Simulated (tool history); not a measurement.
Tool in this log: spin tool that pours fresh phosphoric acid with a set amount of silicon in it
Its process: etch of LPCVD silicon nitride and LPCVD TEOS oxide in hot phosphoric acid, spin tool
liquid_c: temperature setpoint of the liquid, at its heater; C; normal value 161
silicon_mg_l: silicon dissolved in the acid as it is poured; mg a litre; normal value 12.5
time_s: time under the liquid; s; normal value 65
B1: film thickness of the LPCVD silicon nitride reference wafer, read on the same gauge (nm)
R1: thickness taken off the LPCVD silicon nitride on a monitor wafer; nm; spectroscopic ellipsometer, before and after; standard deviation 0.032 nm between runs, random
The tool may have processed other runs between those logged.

{"run": 1, "hour": 0.0, "liquid_c": 158.5, "silicon_mg_l": 17.5, "time_s": 100, "B1": 80.42, "R1": 7.7}
{"run": 2, "hour": 33.5, "liquid_c": 160, "silicon_mg_l": 22, "time_s": 90, "B1": 80.39, "R1": 7.34}
{"run": 3, "hour": 49.6, "liquid_c": 161, "silicon_mg_l": 20, "time_s": 65, "B1": 80.42, "R1": 5.47}
{"run": 4, "hour": 80.8, "liquid_c": 161, "silicon_mg_l": 6, "time_s": 80, "B1": 80.44, "R1": 6.72}
{"run": 5, "hour": 110.2, "liquid_c": 160, "silicon_mg_l": 5, "time_s": 55, "B1": 80.5, "R1": 4.5}
{"run": 6, "hour": 132.3, "liquid_c": 161, "silicon_mg_l": 12.5, "time_s": 40, "B1": 80.52, "R1": 3.39}
{"run": 7, "hour": 166.4, "liquid_c": 162.5, "silicon_mg_l": 17.5, "time_s": 85, "B1": 80.54, "R1": 7.5}
{"run": 8, "hour": 272.1, "liquid_c": 161, "silicon_mg_l": 12.5, "time_s": 65, "B1": 80.81, "R1": 5.49}
{"run": 9, "hour": 285.6, "liquid_c": 161, "silicon_mg_l": 8.5, "time_s": 90, "B1": 80.83, "R1": 7.61}
{"run": 10, "hour": 312.2, "liquid_c": 159.5, "silicon_mg_l": 8, "time_s": 30, "B1": 80.91, "R1": 2.43}
{"run": 11, "hour": 331.0, "liquid_c": 161, "silicon_mg_l": 20, "time_s": 65, "B1": 81.01, "R1": 5.55}
{"hour": 340.7, "done": "heated supply line repaired"}
{"run": 12, "hour": 362.6, "liquid_c": 163.5, "silicon_mg_l": 20.5, "time_s": 65, "B1": 81.13, "R1": 6}
{"run": 13, "hour": 378.4, "liquid_c": 162, "silicon_mg_l": 7, "time_s": 65, "B1": 81.15, "R1": 5.7}
{"run": 14, "hour": 405.8, "liquid_c": 158.5, "silicon_mg_l": 17.5, "time_s": 100, "B1": 81.26, "R1": 7.85}
{"run": 15, "hour": 430.5, "liquid_c": 161, "silicon_mg_l": 12.5, "time_s": 65, "B1": 81.34, "R1": 5.56}
{"run": 16, "hour": 450.1, "liquid_c": 161, "silicon_mg_l": 12.5, "time_s": 45, "B1": 81.39, "R1": 3.85}
{"run": 17, "hour": 494.6, "liquid_c": 161, "silicon_mg_l": 12.5, "time_s": 65, "B1": 81.62, "R1": 5.48}
{"run": 18, "hour": 521.7, "liquid_c": 162, "silicon_mg_l": 18.5, "time_s": 65, "B1": 81.78, "R1": 5.74}
{"run": 19, "hour": 544.9, "liquid_c": 159.5, "silicon_mg_l": 9, "time_s": 65, "B1": 81.86, "R1": 5.29}
{"run": 20, "hour": 575.1, "liquid_c": 162.5, "silicon_mg_l": 12.5, "time_s": 65, "B1": 82.09, "R1": 5.88}
{"hour": 595.2, "done": "gauge calibrated"}
{"run": 21, "hour": 600.9, "liquid_c": 159.5, "silicon_mg_l": 4, "time_s": 65, "B1": 79.91, "R1": 5.17}

Forecast each of these 5 alternatives for the next run:
{"run": "A", "hour": 601.3, "liquid_c": 161, "silicon_mg_l": 19.5, "time_s": 65, "B1": "?", "R1": "?"}
{"run": "B", "hour": 601.3, "liquid_c": 159, "silicon_mg_l": 12.5, "time_s": 65, "B1": "?", "R1": "?"}
{"run": "C", "hour": 601.3, "liquid_c": 161, "silicon_mg_l": 12.5, "time_s": 25, "B1": "?", "R1": "?"}
{"run": "D", "hour": 601.3, "liquid_c": 163.5, "silicon_mg_l": 5, "time_s": 65, "B1": "?", "R1": "?"}
{"run": "E", "hour": 601.3, "liquid_c": 163.5, "silicon_mg_l": 10, "time_s": 65, "B1": "?", "R1": "?"}

run=A B1=79.9 R1=5.46
run=B B1=79.9 R1=5.1
run=C B1=79.9 R1=2.1
run=D B1=79.9 R1=5.93
run=E B1=79.9 R1=5.93
Had the tool no hidden state, the same runs would have come out as:
run=A R1=5.46
run=B R1=5.11
run=C R1=2.1
run=D R1=5.94
run=E R1=5.94
